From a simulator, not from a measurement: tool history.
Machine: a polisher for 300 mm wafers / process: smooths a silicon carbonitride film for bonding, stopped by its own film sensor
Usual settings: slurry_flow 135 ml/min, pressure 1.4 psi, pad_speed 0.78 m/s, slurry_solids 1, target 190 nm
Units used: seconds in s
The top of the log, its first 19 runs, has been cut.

run,hour,slurry_flow,pressure,pad_speed,slurry_solids,target,"incoming thickness of the incoming film, nm",seconds
20,272.3,105,1.2,0.88,1,190,210.8,183.1
# hour 281.7: slurry blender recalibrated
21,288.8,135,1.4,0.78,1.1,195,208.7,91.8
# hour 291.3: slurry nozzle cleaned
22,296.2,155,1.4,0.62,1,196,208.9,98.1
# hour 332.2: worn pad replaced by a new one
23,335,135,1.6,0.78,1,190,205.5,88.1
24,344.2,135,1.8,0.78,1,185,209.5,124.4
25,356.1,170,1.4,0.78,1,190,208.9,117.7
26,366.9,135,1.4,0.78,1,190,208.3,120.2
27,383.5,135,1.4,1,1,190,211.8,122.1
28,394.3,135,1.4,0.78,1,190,208.6,125.9
29,406.3,135,1.4,0.78,1,190,206.6,110.3
30,417.2,90,1.4,0.98,1,190,209.4,126.9
31,430.7,135,1.4,0.78,1.15,190,210.5,129.2

Alternative continuations, all from the tool just after run 31; predict every row:
A,431.2,135,1.4,0.78,1,190,209.7,?
B,431.2,135,1.4,0.64,1,190,209.7,?
C,431.2,135,1.4,0.9,1,190,209.7,?

run,seconds
A,132.3
B,153.1
C,119
With the hidden condition removed and each run's random variation left untouched, the same runs would have given:
run,seconds
A,124.5
B,143.9
C,111.9
